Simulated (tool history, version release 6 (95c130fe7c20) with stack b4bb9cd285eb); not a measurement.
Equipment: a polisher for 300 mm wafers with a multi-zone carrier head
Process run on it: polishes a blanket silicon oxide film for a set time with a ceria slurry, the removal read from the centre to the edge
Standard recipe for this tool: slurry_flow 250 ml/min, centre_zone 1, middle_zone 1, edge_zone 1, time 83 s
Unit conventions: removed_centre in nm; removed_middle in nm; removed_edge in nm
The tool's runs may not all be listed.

| run | hour | slurry_flow | centre_zone | middle_zone | edge_zone | time | wafers since the last listed run | wafers polished on this pad | hours since the slurry nozzle was cleaned | hours since the centre zone pressure was calibrated | hours since the edge zone pressure was calibrated | hours since the carrier head's membrane was replaced | incoming thickness of the incoming film, nm | removed_centre | removed_middle | removed_edge |
|---|---|---|---|---|---|---|---|---|---|---|---|---|---|---|---|---|
| 1 | 0 | 250 | 0.95 | 1 | 1 | 83 | 0 | 805 | 7.7 | 1130.6 | 758.6 | 1241.9 | 1881.6 | 392 | 419.7 | 415.1 |
| 2 | 50.7 | 250 | 1 | 1 | 1 | 83 | 353 | 1159 | 58.4 | 1181.3 | 809.3 | 1292.6 | 1823.9 | 396.7 | 411.4 | 410.7 |
| 3 | 122.2 | 195 | 1 | 1 | 1 | 83 | 499 | 1658 | 129.9 | 1252.8 | 880.8 | 1364.1 | 1864.2 | 360.5 | 382.6 | 384.5 |
| 4 | 177.4 | 195 | 1 | 1 | 1 | 83 | 385 | 2043 | 185.1 | 1308 | 936 | 1419.3 | 1855.2 | 355.5 | 368.7 | 380.7 |
| 5 | 214.1 | 250 | 1 | 1 | 1 | 83 | 256 | 2299 | 221.8 | 1344.7 | 972.7 | 1456 | 1854.3 | 377.8 | 382.4 | 383.6 |
| 6 | 249 | 250 | 1 | 1 | 1 | 83 | 243 | 2543 | 256.7 | 1379.6 | 1007.6 | 1490.9 | 1891.4 | 379.4 | 376.4 | 377.4 |
|  | 269.4 | worn pad replaced by a new one |
| 7 | 344.1 | 250 | 1 | 1 | 1 | 83 | 635 | 521 | 351.8 | 1474.7 | 1102.7 | 1586 | 1876 | 391 | 402.9 | 402.2 |
|  | 378 | centre zone pressure recalibrated |
| 8 | 401.7 | 250 | 1 | 1 | 1 | 83 | 388 | 909 | 409.4 | 23.7 | 1160.3 | 1643.6 | 1858.5 | 393.5 | 390.5 | 388.6 |
|  | 455.8 | edge zone pressure recalibrated |
|  | 510 | slurry nozzle cleaned |
| 9 | 558.6 | 250 | 1 | 1 | 1 | 83 | 1074 | 1983 | 48.6 | 180.6 | 102.8 | 1800.5 | 1842.4 | 389.8 | 392.5 | 394 |
|  | 601.5 | worn pad replaced by a new one |
| 10 | 603.6 | 250 | 0.93 | 1 | 1 | 83 | 286 | 14 | 93.6 | 225.6 | 147.8 | 1845.5 | 1863.1 | 388 | 428.2 | 416.7 |
| 11 | 646.9 | 250 | 0.9 | 1 | 1 | 83 | 302 | 316 | 136.9 | 268.9 | 191.1 | 1888.8 | 1895.9 | 363.6 | 419 | 414.6 |
|  | 667.9 | carrier head's membrane replaced by a new one |
| 12 | 706.7 | 215 | 1 | 1.11 | 1 | 83 | 382 | 699 | 196.7 | 328.7 | 250.9 | 38.8 | 1891 | 388.5 | 425.3 | 398.6 |
| 13 | 767 | 250 | 1 | 1 | 1 | 67 | 420 | 1120 | 257 | 389 | 311.2 | 99.1 | 1899.4 | 314 | 317 | 321.8 |
| 14 | 831 | 250 | 1 | 1 | 1.1 | 83 | 446 | 1566 | 321 | 453 | 375.2 | 163.1 | 1871.8 | 375.2 | 382.4 | 413.1 |
|  | 918.3 | worn pad replaced by a new one |
|  | 936.1 | slurry nozzle cleaned |
| 15 | 977.6 | 250 | 1 | 1 | 0.89 | 83 | 988 | 407 | 41.5 | 599.6 | 521.8 | 309.7 | 1850.3 | 418.2 | 420.8 | 392.3 |
| 16 | 1037.9 | 250 | 1 | 1 | 1 | 83 | 420 | 827 | 101.8 | 659.9 | 582.1 | 370 | 1836.3 | 393.2 | 409.1 | 417.3 |
| 17 | 1099.6 | 185 | 0.88 | 0.92 | 1 | 60 | 430 | 1258 | 163.5 | 721.6 | 643.8 | 431.7 | 1848.7 | 230.7 | 258.4 | 280.4 |
| 18 | 1166.7 | 250 | 1 | 1.05 | 1 | 55 | 468 | 1726 | 230.6 | 788.7 | 710.9 | 498.8 | 1854.9 | 250.3 | 263.4 | 258.3 |
| 19 | 1218.1 | 250 | 1 | 0.95 | 1 | 103 | 358 | 2085 | 282 | 840.1 | 762.3 | 550.2 | 1857.8 | 457.5 | 452.9 | 478.9 |
|  | 1235.2 | worn pad replaced by a new one |
| 20 | 1275.3 | 330 | 1.05 | 1 | 1 | 83 | 371 | 279 | 339.2 | 897.3 | 819.5 | 607.4 | 1875.1 | 425.4 | 414.1 | 408.3 |
| 21 | 1308.5 | 250 | 0.94 | 1 | 1.06 | 83 | 231 | 511 | 372.4 | 930.5 | 852.7 | 640.6 | 1864.4 | 358.4 | 398.5 | 412.3 |
| 22 | 1358.8 | 205 | 1 | 1 | 1 | 83 | 351 | 862 | 422.7 | 980.8 | 903 | 690.9 | 1861.2 | 361.2 | 373.5 | 384.2 |

Run 23 is up next; what results do you expect?
|  | 1374.9 | slurry nozzle cleaned |
| 23 | 1418.5 | 275 | 1.08 | 1 | 1 | 83 | 409 | 1272 | 43.6 | 1040.5 | 962.7 | 750.6 | 1885.3 | ? | ? | ? |

removed_centre: 424.9 nm
removed_middle: 407.5 nm
removed_edge: 404.6 nm
Take away the tool's hidden state, keep the run-to-run variation as it was, and the same run would have given removed_centre 462.1 nm, removed_middle 442.6 nm, removed_edge 437.8 nm.
